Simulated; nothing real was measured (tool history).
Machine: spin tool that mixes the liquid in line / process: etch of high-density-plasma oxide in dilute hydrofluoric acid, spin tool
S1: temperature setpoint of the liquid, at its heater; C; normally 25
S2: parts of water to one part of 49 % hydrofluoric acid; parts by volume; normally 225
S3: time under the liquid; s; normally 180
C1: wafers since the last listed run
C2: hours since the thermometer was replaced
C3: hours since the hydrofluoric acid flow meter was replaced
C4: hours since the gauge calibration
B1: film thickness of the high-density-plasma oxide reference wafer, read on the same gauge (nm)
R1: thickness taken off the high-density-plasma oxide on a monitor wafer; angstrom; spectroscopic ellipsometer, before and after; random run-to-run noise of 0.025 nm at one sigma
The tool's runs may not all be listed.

run     day    S1   S2   S3    C1     C2     C3      C4      B1     R1
  1       0    23  225  180     0   74.5  161.2   994.9   99.99     52
  2   0.917    23  225  180   227   96.5  183.2  1016.9     100   52.2
  3   2.125    23  225  180   299  125.5  212.2  1045.9     100   51.5
  4   2.921    25  225  180   197  144.6  231.3    1065     100   55.5
  5   7.138    25  225  180  1045  245.8  332.5  1166.2  100.01   55.4
      7.462  -- gauge calibrated
  6     7.7    25  225  180   139  259.3    346     5.7     100   54.9
  7   8.729    25  225  180   255    284  370.7    30.4  100.04   55.4
  8   9.554    25  225  265   204  303.8  390.5    50.2     100     81
  9  10.254    23  225  240   173  320.6  407.3      67  100.01     68
 10  10.942  22.5  225   70   170  337.1  423.8    83.5   99.99   19.5
 11  11.725    22  145  180   194  355.9  442.6   102.3     100   82.9
 12  13.125    25  225  180   347  389.5  476.2   135.9  100.02     55
 13  13.879    27  225  180   186  407.6  494.3     154   99.99   58.8
 14  14.592    25  305  180   176  424.7  511.4   171.1  100.01   37.3
 15  15.679  27.5  225  180   269  450.8  537.5   197.2  100.01     60
 16  17.058  29.5  115  180   341  483.9  570.6   230.3   99.97  145.3
 17  18.517    30  285  275   361  518.9  605.6   265.3     100   73.3
 18  19.496    25  320  180   242  542.4  629.1   288.8  100.01   34.7
 19  20.408    28  300  180   226  564.3    651   310.7     100   42.1
     20.692  -- hydrofluoric acid flow meter replaced
 20  21.029    25  255  180   143  579.2    8.1   325.6  100.01   46.7
 21  25.129    28  300  230  1016  677.6  106.5     424  100.02   53.5
 22  25.754    25  225  180   154  692.6  121.5     439  100.01   53.8
 23  26.725    22  325  180   240  715.9  144.8   462.3  100.01   30.9
 24  28.121  21.5  225  180   345  749.4  178.3   495.8     100   47.3
 25  29.217    25  145  180   271  775.7  204.6   522.1     100   91.7
 26  30.158    25  225  180   233  798.3  227.2   544.7   99.99   53.9
 27  30.896    25  225  180   182    816  244.9   562.4  100.01   53.6
 28  31.417  20.5  140   85   129  828.5  257.4   574.9   99.98   37.6
 29  32.196    25  225   90   193  847.2  276.1   593.6  100.02     27
 30  33.054    25  225  180   212  867.8  296.7   614.2  100.02     54
 31  34.488  20.5  225  260   355  902.2  331.1   648.6   99.98     66

For each entry between runs, how does the tool's hidden state at the last listed run before it compare with that at the first listed run after it?
Logged between run 5 and run 6: gauge calibrated (day 7.462)
  liquid colder than its thermometer reads (K): 0.491 -> 0.506
  measured result minus the result with no hidden state, R1: -1 -> -1 angstrom
Logged between run 19 and run 20: hydrofluoric acid flow meter replaced (day 20.692)
  liquid colder than its thermometer reads (K): 0.838 -> 0.855
  measured result minus the result with no hidden state, R1: -1.2 -> -1.4 angstrom
